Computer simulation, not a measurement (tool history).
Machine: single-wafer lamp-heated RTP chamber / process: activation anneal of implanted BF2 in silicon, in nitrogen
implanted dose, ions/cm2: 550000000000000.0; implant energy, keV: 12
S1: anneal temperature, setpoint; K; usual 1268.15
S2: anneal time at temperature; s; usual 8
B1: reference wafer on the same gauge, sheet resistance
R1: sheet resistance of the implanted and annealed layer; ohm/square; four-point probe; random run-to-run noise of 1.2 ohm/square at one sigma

Run 1, hour 0.0: usual settings; B1 375.27. Result: R1 351.06 ohm/square.
Run 2, hour 26.0: usual settings; B1 376.03. Result: R1 350.83 ohm/square.
At hour 38.7: pyrometer window cleaned and pyrometer calibrated.
Run 3, hour 59.9: usual settings; B1 376.00. Result: R1 351.12 ohm/square.
Run 4, hour 86.3: usual settings; B1 376.00. Result: R1 349.21 ohm/square.
Run 5, hour 100.6: usual settings; B1 376.59. Result: R1 351.11 ohm/square.
Run 6, hour 133.0: usual settings; B1 376.25. Result: R1 349.05 ohm/square.
Run 7, hour 153.4: usual settings; B1 376.30. Result: R1 351.38 ohm/square.
Run 8, hour 166.0: usual settings; B1 376.28. Result: R1 349.42 ohm/square.
Run 9, hour 179.0: usual settings; B1 376.58. Result: R1 351.28 ohm/square.
Run 10, hour 203.7: usual settings but S2 6 s; B1 376.49. Result: R1 361.88 ohm/square.
Run 11, hour 230.4: usual settings but S2 6 s; B1 376.86. Result: R1 361.30 ohm/square.
Run 12, hour 253.1: usual settings but S1 1255.15 K, S2 6 s; B1 377.46. Result: R1 391.50 ohm/square.
Run 13, hour 279.8: usual settings but S1 1255.15 K, S2 6 s; B1 377.44. Result: R1 390.14 ohm/square.
Run 14, hour 301.7: usual settings but S1 1255.15 K, S2 6 s; B1 377.54. Result: R1 391.95 ohm/square.
Run 15, hour 334.4: usual settings but S2 4 s; B1 377.98. Result: R1 376.97 ohm/square.
Run 16, hour 359.5: usual settings; B1 377.71. Result: R1 354.22 ohm/square.
Run 17, hour 374.4: usual settings but S1 1289.15 K; B1 377.64. Result: R1 320.79 ohm/square.
Run 18, hour 394.5: usual settings but S1 1291.15 K, S2 11 s; B1 377.94. Result: R1 313.02 ohm/square.
Run 19, hour 430.1: usual settings but S2 12 s; B1 377.91. Result: R1 338.65 ohm/square.
Run 20, hour 444.1: usual settings but S1 1294.15 K, S2 10 s; B1 377.93. Result: R1 311.61 ohm/square.
Run 21, hour 456.3: usual settings but S1 1239.15 K, S2 9 s; B1 378.16. Result: R1 419.11 ohm/square.
At hour 471.5: reflector plate cleaned.
Run 22, hour 488.8: usual settings but S1 1277.15 K, S2 3 s; B1 378.20. Result: R1 371.18 ohm/square.
Run 23, hour 509.7: usual settings but S1 1242.15 K, S2 7 s; B1 378.16. Result: R1 417.63 ohm/square.
At hour 530.3: pyrometer window cleaned and pyrometer calibrated.
Run 24, hour 530.8: usual settings but S2 10 s; B1 378.87. Result: R1 344.60 ohm/square.
Run 25, hour 538.2: usual settings; B1 378.69. Result: R1 353.30 ohm/square.
At hour 562.1: gauge calibrated.
Run 26, hour 567.3: usual settings but S1 1280.15 K, S2 6 s; B1 369.69. Result: R1 333.67 ohm/square.
Run 27, hour 585.0: usual settings but S1 1241.15 K, S2 10 s; B1 369.73. Result: R1 399.10 ohm/square.
Run 28, hour 620.4: usual settings but S1 1281.15 K, S2 6 s; B1 370.15. Result: R1 335.22 ohm/square.
Run 29, hour 650.2: usual settings; B1 370.53. Result: R1 346.57 ohm/square.
Run 30, hour 668.6: usual settings but S1 1288.15 K, S2 11 s; B1 370.20. Result: R1 308.91 ohm/square.
Run 31, hour 699.8: usual settings; B1 370.24. Result: R1 345.98 ohm/square.
Run 32, hour 721.8: usual settings but S1 1253.15 K, S2 4 s; B1 370.37. Result: R1 401.40 ohm/square.
Run 33, hour 747.2: usual settings but S1 1260.15 K, S2 11 s; B1 371.29. Result: R1 349.08 ohm/square.
Run 34, hour 767.2: usual settings but S1 1285.15 K, S2 6 s; B1 370.82. Result: R1 331.12 ohm/square.
Run 35, hour 787.1: usual settings but S1 1277.15 K; B1 371.26. Result: R1 331.50 ohm/square.
Run 36, hour 805.9: usual settings; B1 371.24. Result: R1 346.80 ohm/square.
Run 37, hour 824.9: usual settings; B1 371.84. Result: R1 346.01 ohm/square.
Run 38, hour 847.2: usual settings but S1 1288.15 K, S2 6 s; B1 371.61. Result: R1 326.11 ohm/square.

Here are 3 independent what-if runs from the current tool condition. What would each one return?
Run A, hour 847.6: usual settings but S2 5 s; B1 ?. Result: R1 ?.
Run B, hour 847.6: usual settings but S1 1253.15 K, S2 6 s; B1 ?. Result: R1 ?.
Run C, hour 847.6: usual settings but S1 1284.15 K, S2 12 s; B1 ?. Result: R1 ?.

run      B1      R1
  A  370.76  363.71
  B  370.76  388.38
  C  370.76  310.48
Without the tool's hidden state the same runs would have given:
run      R1
  A  363.27
  B  387.91
  C  310.10

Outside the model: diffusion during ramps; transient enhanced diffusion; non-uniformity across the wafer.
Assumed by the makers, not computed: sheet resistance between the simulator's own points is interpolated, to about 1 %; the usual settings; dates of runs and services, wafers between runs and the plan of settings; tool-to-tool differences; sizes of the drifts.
